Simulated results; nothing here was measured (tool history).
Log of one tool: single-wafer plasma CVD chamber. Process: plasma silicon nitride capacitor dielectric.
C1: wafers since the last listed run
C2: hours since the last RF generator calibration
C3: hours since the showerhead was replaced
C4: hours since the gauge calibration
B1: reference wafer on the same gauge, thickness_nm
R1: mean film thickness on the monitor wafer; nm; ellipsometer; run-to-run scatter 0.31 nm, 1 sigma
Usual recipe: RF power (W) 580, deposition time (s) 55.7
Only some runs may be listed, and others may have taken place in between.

run 1 day=0.000 | RF_power_(W)=580 deposition_time_(s)=55.7 | C1=0 C2=2010.7 C3=7912.5 C4=333.1 | B1=101.429 | R1=98.717
run 2 day=0.717 | RF_power_(W)=580 deposition_time_(s)=55.7 | C1=286 C2=2027.9 C3=7929.7 C4=350.3 | B1=101.484 | R1=98.759
run 3 day=1.254 | RF_power_(W)=580 deposition_time_(s)=55.7 | C1=214 C2=2040.8 C3=7942.6 C4=363.2 | B1=101.504 | R1=99.137
run 4 day=2.688 | RF_power_(W)=580 deposition_time_(s)=47.2 | C1=573 C2=2075.2 C3=7977.0 C4=397.6 | B1=101.416 | R1=83.757
run 5 day=3.796 | RF_power_(W)=580 deposition_time_(s)=47.2 | C1=443 C2=2101.8 C3=8003.6 C4=424.2 | B1=101.372 | R1=83.868
run 6 day=4.962 | RF_power_(W)=580 deposition_time_(s)=55.7 | C1=466 C2=2129.8 C3=8031.6 C4=452.2 | B1=101.270 | R1=98.848
run 7 day=5.525 | RF_power_(W)=580 deposition_time_(s)=55.7 | C1=224 C2=2143.3 C3=8045.1 C4=465.7 | B1=101.176 | R1=99.109
run 8 day=7.008 | RF_power_(W)=580 deposition_time_(s)=55.7 | C1=593 C2=2178.9 C3=8080.7 C4=501.3 | B1=101.059 | R1=98.532
run 9 day=8.046 | RF_power_(W)=505 deposition_time_(s)=53.3 | C1=414 C2=2203.8 C3=8105.6 C4=526.2 | B1=101.153 | R1=89.249
run 10 day=8.912 | RF_power_(W)=505 deposition_time_(s)=53.3 | C1=346 C2=2224.6 C3=8126.4 C4=547.0 | B1=101.065 | R1=89.851
run 11 day=10.058 | RF_power_(W)=505 deposition_time_(s)=53.3 | C1=458 C2=2252.1 C3=8153.9 C4=574.5 | B1=101.024 | R1=89.423
run 12 day=11.258 | RF_power_(W)=580 deposition_time_(s)=55.7 | C1=479 C2=2280.9 C3=8182.7 C4=603.3 | B1=101.063 | R1=98.026
run 13 day=11.925 | RF_power_(W)=580 deposition_time_(s)=55.7 | C1=266 C2=2296.9 C3=8198.7 C4=619.3 | B1=101.061 | R1=98.553
run 14 day=12.512 | RF_power_(W)=580 deposition_time_(s)=55.7 | C1=234 C2=2311.0 C3=8212.8 C4=633.4 | B1=100.833 | R1=98.410
-- day=13.204 showerhead replaced
run 15 day=13.750 | RF_power_(W)=545 deposition_time_(s)=55.7 | C1=361 C2=2340.7 C3=13.1 C4=663.1 | B1=100.832 | R1=96.260
run 16 day=15.167 | RF_power_(W)=580 deposition_time_(s)=55.7 | C1=566 C2=2374.7 C3=47.1 C4=697.1 | B1=100.859 | R1=98.981
run 17 day=15.800 | RF_power_(W)=580 deposition_time_(s)=55.7 | C1=253 C2=2389.9 C3=62.3 C4=712.3 | B1=100.973 | R1=98.845
run 18 day=17.258 | RF_power_(W)=580 deposition_time_(s)=55.7 | C1=583 C2=2424.9 C3=97.3 C4=747.3 | B1=100.833 | R1=98.861
-- day=18.042 RF generator calibrated
-- day=20.821 gauge calibrated
run 19 day=21.371 | RF_power_(W)=505 deposition_time_(s)=61.3 | C1=1510 C2=79.9 C3=196.0 C4=13.2 | B1=103.339 | R1=105.335
run 20 day=23.500 | RF_power_(W)=580 deposition_time_(s)=55.7 | C1=851 C2=131.0 C3=247.1 C4=64.3 | B1=102.880 | R1=100.329
run 21 day=24.408 | RF_power_(W)=670 deposition_time_(s)=55.7 | C1=363 C2=152.8 C3=268.9 C4=86.1 | B1=102.470 | R1=105.679
run 22 day=25.121 | RF_power_(W)=515 deposition_time_(s)=63.4 | C1=284 C2=169.9 C3=286.0 C4=103.2 | B1=102.356 | R1=109.118
run 23 day=26.204 | RF_power_(W)=535 deposition_time_(s)=45.8 | C1=433 C2=195.9 C3=312.0 C4=129.2 | B1=102.110 | R1=79.617
run 24 day=26.825 | RF_power_(W)=610 deposition_time_(s)=45.0 | C1=248 C2=210.8 C3=326.9 C4=144.1 | B1=102.069 | R1=82.628
run 25 day=27.950 | RF_power_(W)=515 deposition_time_(s)=63.2 | C1=449 C2=237.8 C3=353.9 C4=171.1 | B1=101.881 | R1=107.137
run 26 day=29.300 | RF_power_(W)=580 deposition_time_(s)=55.7 | C1=539 C2=270.2 C3=386.3 C4=203.5 | B1=101.856 | R1=99.506
run 27 day=30.675 | RF_power_(W)=545 deposition_time_(s)=47.9 | C1=549 C2=303.2 C3=419.3 C4=236.5 | B1=101.590 | R1=83.362
run 28 day=31.367 | RF_power_(W)=670 deposition_time_(s)=59.0 | C1=276 C2=319.8 C3=435.9 C4=253.1 | B1=101.537 | R1=110.924
run 29 day=34.725 | RF_power_(W)=690 deposition_time_(s)=51.1 | C1=1342 C2=400.4 C3=516.5 C4=333.7 | B1=101.152 | R1=96.614
run 30 day=35.471 | RF_power_(W)=665 deposition_time_(s)=65.6 | C1=298 C2=418.3 C3=534.4 C4=351.6 | B1=100.970 | R1=122.094
run 31 day=36.692 | RF_power_(W)=530 deposition_time_(s)=61.2 | C1=488 C2=447.6 C3=563.7 C4=380.9 | B1=100.985 | R1=104.257
run 32 day=38.071 | RF_power_(W)=540 deposition_time_(s)=46.1 | C1=551 C2=480.7 C3=596.8 C4=414.0 | B1=100.914 | R1=79.019
run 33 day=38.850 | RF_power_(W)=685 deposition_time_(s)=62.7 | C1=311 C2=499.4 C3=615.5 C4=432.7 | B1=100.743 | R1=118.254
run 34 day=40.267 | RF_power_(W)=625 deposition_time_(s)=64.1 | C1=566 C2=533.4 C3=649.5 C4=466.7 | B1=100.849 | R1=116.359
run 35 day=41.650 | RF_power_(W)=660 deposition_time_(s)=50.6 | C1=553 C2=566.6 C3=682.7 C4=499.9 | B1=100.715 | R1=93.727
run 36 day=42.792 | RF_power_(W)=535 deposition_time_(s)=55.7 | C1=456 C2=594.0 C3=710.1 C4=527.3 | B1=100.599 | R1=95.466
run 37 day=44.767 | RF_power_(W)=620 deposition_time_(s)=51.1 | C1=789 C2=641.4 C3=757.5 C4=574.7 | B1=100.600 | R1=92.123
run 38 day=45.704 | RF_power_(W)=580 deposition_time_(s)=55.7 | C1=374 C2=663.9 C3=780.0 C4=597.2 | B1=100.544 | R1=98.169
run 39 day=47.154 | RF_power_(W)=505 deposition_time_(s)=58.5 | C1=579 C2=698.7 C3=814.8 C4=632.0 | B1=100.606 | R1=97.286
run 40 day=48.258 | RF_power_(W)=495 deposition_time_(s)=60.4 | C1=441 C2=725.2 C3=841.3 C4=658.5 | B1=100.482 | R1=100.469
run 41 day=48.796 | RF_power_(W)=690 deposition_time_(s)=55.7 | C1=214 C2=738.1 C3=854.2 C4=671.4 | B1=100.383 | R1=104.862
-- day=49.079 gauge calibrated
run 42 day=49.696 | RF_power_(W)=580 deposition_time_(s)=55.7 | C1=359 C2=759.7 C3=875.8 C4=14.8 | B1=103.701 | R1=101.086
run 43 day=50.475 | RF_power_(W)=580 deposition_time_(s)=55.7 | C1=311 C2=778.4 C3=894.5 C4=33.5 | B1=103.469 | R1=101.240

Hidden state or all else? Some run-to-run changes of R1, split into what the settings, what came in and random variation would give without the hidden state, and what is left for the hidden state (with any gauge scatter that isn't in both results):
Hidden state present: delivered RF power above the setpoint (%); gauge reads high (%).
Run 18 -> 19: RF power (W) 580 -> 505, deposition time (s) 55.7 -> 61.3, RF generator calibrated, gauge calibrated. R1 +6.474 nm: hidden state +2.444, all else +4.030.
Run 22 -> 23: RF power (W) 515 -> 535, deposition time (s) 63.4 -> 45.8. R1 -29.501 nm: hidden state +0.281, all else -29.782.
Run 27 -> 28: RF power (W) 545 -> 670, deposition time (s) 47.9 -> 59.0. R1 +27.562 nm: hidden state -0.757, all else +28.319.
Run 32 -> 33: RF power (W) 540 -> 685, deposition time (s) 46.1 -> 62.7. R1 +39.235 nm: hidden state -1.257, all else +40.492.
Run 41 -> 42: RF power (W) 690 -> 580, gauge calibrated. R1 -3.776 nm: hidden state +3.412, all else -7.188.
